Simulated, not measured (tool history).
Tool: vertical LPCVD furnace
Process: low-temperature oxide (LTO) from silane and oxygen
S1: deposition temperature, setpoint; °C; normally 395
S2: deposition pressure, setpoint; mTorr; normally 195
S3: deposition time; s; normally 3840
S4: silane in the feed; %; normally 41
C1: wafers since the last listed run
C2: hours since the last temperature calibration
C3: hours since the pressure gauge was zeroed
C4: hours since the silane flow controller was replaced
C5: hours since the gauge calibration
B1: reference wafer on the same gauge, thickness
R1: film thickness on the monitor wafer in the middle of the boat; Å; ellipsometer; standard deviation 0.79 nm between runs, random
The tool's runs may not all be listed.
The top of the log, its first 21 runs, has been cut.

Run 22, day 13.175: usual settings; C1 290; C2 49.4; C3 148.3; C4 119.2; C5 69.1; B1 463.98. Result: R1 5161.5 Å.
Run 23, day 13.912: usual settings but S3 2970 s; C1 285; C2 67.1; C3 166; C4 136.9; C5 86.8; B1 464.2. Result: R1 4003.3 Å.
Run 24, day 14.2: usual settings but S3 3300 s; C1 111; C2 74; C3 172.9; C4 143.8; C5 93.7; B1 464.23. Result: R1 4440.9 Å.
Run 25, day 14.5: usual settings but S1 403 °C, S4 46 %; C1 116; C2 81.2; C3 180.1; C4 151; C5 100.9; B1 463.98. Result: R1 6357.8 Å.
Run 26, day 15.229: usual settings but S2 160 mTorr, S3 4920 s, S4 37 %; C1 282; C2 98.7; C3 197.6; C4 168.5; C5 118.4; B1 464.12. Result: R1 4809.1 Å.
Run 27, day 15.6: usual settings but S3 4860 s; C1 143; C2 107.6; C3 206.5; C4 177.4; C5 127.3; B1 463.87. Result: R1 6562.3 Å.
Run 28, day 16.025: usual settings; C1 164; C2 117.8; C3 216.7; C4 187.6; C5 137.5; B1 463.87. Result: R1 5190.4 Å.
Run 29, day 16.646: usual settings but S2 165 mTorr; C1 240; C2 132.7; C3 231.6; C4 202.5; C5 152.4; B1 463.84. Result: R1 4419.6 Å.
Run 30, day 17.25: usual settings but S2 235 mTorr, S4 34 %; C1 233; C2 147.2; C3 246.1; C4 217; C5 166.9; B1 463.97. Result: R1 4958.3 Å.
Run 31, day 17.692: usual settings but S2 155 mTorr; C1 170; C2 157.8; C3 256.7; C4 227.6; C5 177.5; B1 463.95. Result: R1 4151 Å.
Run 32, day 18.038: usual settings but S4 45 %; C1 133; C2 166.1; C3 265; C4 235.9; C5 185.8; B1 464.02. Result: R1 5764.3 Å.

Alternative continuations, all from the tool just after run 32; predict every row:
Run A, day 18.246: usual settings; C1 80; C2 171.1; C3 270; C4 240.9; C5 190.8; B1 ?. Result: R1 ?.
Run B, day 18.246: usual settings but S1 384 °C, S2 175 mTorr, S3 5100 s; C1 80; C2 171.1; C3 270; C4 240.9; C5 190.8; B1 ?. Result: R1 ?.
Run C, day 18.246: usual settings but S1 402 °C, S2 150 mTorr, S3 2520 s, S4 35 %; C1 80; C2 171.1; C3 270; C4 240.9; C5 190.8; B1 ?. Result: R1 ?.

run   B1      R1
  A  464  5216.5
  B  464  5489.5
  C  464  2344.3
With no hidden state in the tool, these same runs would have given:
run      R1
  A  5085.3
  B  5346.1
  C  2276.8
